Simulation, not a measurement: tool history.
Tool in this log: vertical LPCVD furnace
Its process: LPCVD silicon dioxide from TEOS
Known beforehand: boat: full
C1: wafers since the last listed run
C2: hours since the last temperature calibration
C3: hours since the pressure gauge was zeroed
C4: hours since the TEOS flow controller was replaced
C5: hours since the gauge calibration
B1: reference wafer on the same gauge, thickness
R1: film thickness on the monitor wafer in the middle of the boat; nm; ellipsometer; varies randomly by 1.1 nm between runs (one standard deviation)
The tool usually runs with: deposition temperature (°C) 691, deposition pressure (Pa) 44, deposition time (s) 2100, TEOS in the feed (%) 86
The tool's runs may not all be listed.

run 1 hour=0 | deposition_temperature_(°C)=691 deposition_pressure_(Pa)=44 deposition_time_(s)=2100 TEOS_in_the_feed_(%)=95 | C1=0 C2=1293.5 C3=3303.9 C4=2511.7 C5=13 | B1=202.1 | R1=289.48
run 2 hour=18 | deposition_temperature_(°C)=691 deposition_pressure_(Pa)=44 deposition_time_(s)=2100 TEOS_in_the_feed_(%)=95 | C1=181 C2=1311.5 C3=3321.9 C4=2529.7 C5=31 | B1=201.77 | R1=288.51
run 3 hour=48.9 | deposition_temperature_(°C)=691 deposition_pressure_(Pa)=44 deposition_time_(s)=2100 TEOS_in_the_feed_(%)=86 | C1=311 C2=1342.4 C3=3352.8 C4=2560.6 C5=61.9 | B1=201.93 | R1=276.12
run 4 hour=68.6 | deposition_temperature_(°C)=691 deposition_pressure_(Pa)=44 deposition_time_(s)=2100 TEOS_in_the_feed_(%)=86 | C1=198 C2=1362.1 C3=3372.5 C4=2580.3 C5=81.6 | B1=202.09 | R1=275.09
run 5 hour=82.8 | deposition_temperature_(°C)=691 deposition_pressure_(Pa)=44 deposition_time_(s)=2100 TEOS_in_the_feed_(%)=86 | C1=143 C2=1376.3 C3=3386.7 C4=2594.5 C5=95.8 | B1=201.89 | R1=274.22
run 6 hour=109.2 | deposition_temperature_(°C)=691 deposition_pressure_(Pa)=44 deposition_time_(s)=2100 TEOS_in_the_feed_(%)=86 | C1=266 C2=1402.7 C3=3413.1 C4=2620.9 C5=122.2 | B1=202.21 | R1=276.17
run 7 hour=132.9 | deposition_temperature_(°C)=691 deposition_pressure_(Pa)=44 deposition_time_(s)=2100 TEOS_in_the_feed_(%)=86 | C1=238 C2=1426.4 C3=3436.8 C4=2644.6 C5=145.9 | B1=202.13 | R1=274
run 8 hour=158.7 | deposition_temperature_(°C)=691 deposition_pressure_(Pa)=44 deposition_time_(s)=2100 TEOS_in_the_feed_(%)=86 | C1=260 C2=1452.2 C3=3462.6 C4=2670.4 C5=171.7 | B1=202.07 | R1=274.28
run 9 hour=181.2 | deposition_temperature_(°C)=701 deposition_pressure_(Pa)=44 deposition_time_(s)=2100 TEOS_in_the_feed_(%)=97 | C1=226 C2=1474.7 C3=3485.1 C4=2692.9 C5=194.2 | B1=202.1 | R1=369.98
run 10 hour=200.8 | deposition_temperature_(°C)=697 deposition_pressure_(Pa)=44 deposition_time_(s)=2700 TEOS_in_the_feed_(%)=79 | C1=197 C2=1494.3 C3=3504.7 C4=2712.5 C5=213.8 | B1=201.67 | R1=391.88
-- hour=233.6 thermocouples replaced and temperature profile calibrated
run 11 hour=234.1 | deposition_temperature_(°C)=691 deposition_pressure_(Pa)=44 deposition_time_(s)=2100 TEOS_in_the_feed_(%)=86 | C1=93 C2=0.5 C3=3538 C4=2745.8 C5=247.1 | B1=201.91 | R1=250.82
run 12 hour=238.3 | deposition_temperature_(°C)=691 deposition_pressure_(Pa)=48 deposition_time_(s)=1800 TEOS_in_the_feed_(%)=69 | C1=42 C2=4.7 C3=3542.2 C4=2750 C5=251.3 | B1=202.23 | R1=204.02
-- hour=282.4 TEOS flow controller replaced
-- hour=284.4 pressure gauge zeroed
-- hour=303.4 gauge calibrated
run 13 hour=314.2 | deposition_temperature_(°C)=680 deposition_pressure_(Pa)=40.7 deposition_time_(s)=2100 TEOS_in_the_feed_(%)=86 | C1=503 C2=80.6 C3=29.8 C4=31.8 C5=10.8 | B1=201.98 | R1=187.91
run 14 hour=338.9 | deposition_temperature_(°C)=691 deposition_pressure_(Pa)=44 deposition_time_(s)=2100 TEOS_in_the_feed_(%)=91 | C1=248 C2=105.3 C3=54.5 C4=56.5 C5=35.5 | B1=201.96 | R1=262.32
run 15 hour=354.8 | deposition_temperature_(°C)=701 deposition_pressure_(Pa)=44 deposition_time_(s)=2100 TEOS_in_the_feed_(%)=97 | C1=160 C2=121.2 C3=70.4 C4=72.4 C5=51.4 | B1=201.9 | R1=345.92
run 16 hour=382.6 | deposition_temperature_(°C)=701 deposition_pressure_(Pa)=44 deposition_time_(s)=2940 TEOS_in_the_feed_(%)=86 | C1=280 C2=149 C3=98.2 C4=100.2 C5=79.2 | B1=201.99 | R1=455.03
run 17 hour=399.3 | deposition_temperature_(°C)=691 deposition_pressure_(Pa)=44 deposition_time_(s)=2100 TEOS_in_the_feed_(%)=95 | C1=168 C2=165.7 C3=114.9 C4=116.9 C5=95.9 | B1=202.11 | R1=271.35

Here are 4 independent what-if runs from the current tool condition. What would each one return?
run A hour=403.6 | deposition_temperature_(°C)=691 deposition_pressure_(Pa)=44 deposition_time_(s)=2100 TEOS_in_the_feed_(%)=86 | C1=43 C2=170 C3=119.2 C4=121.2 C5=100.2 | B1=? | R1=?
run B hour=403.6 | deposition_temperature_(°C)=691 deposition_pressure_(Pa)=44 deposition_time_(s)=1710 TEOS_in_the_feed_(%)=86 | C1=43 C2=170 C3=119.2 C4=121.2 C5=100.2 | B1=? | R1=?
run C hour=403.6 | deposition_temperature_(°C)=682 deposition_pressure_(Pa)=36.7 deposition_time_(s)=1470 TEOS_in_the_feed_(%)=78 | C1=43 C2=170 C3=119.2 C4=121.2 C5=100.2 | B1=? | R1=?
run D hour=403.6 | deposition_temperature_(°C)=699 deposition_pressure_(Pa)=44 deposition_time_(s)=2790 TEOS_in_the_feed_(%)=97 | C1=43 C2=170 C3=119.2 C4=121.2 C5=100.2 | B1=? | R1=?

run=A B1=201.79 R1=259.01
run=B B1=201.79 R1=210.91
run=C B1=201.79 R1=127.18
run=D B1=201.79 R1=440.81
Had the tool no hidden state, the same runs would have come out as:
run=A R1=250.1
run=B R1=203.65
run=C R1=122.72
run=D R1=425.88
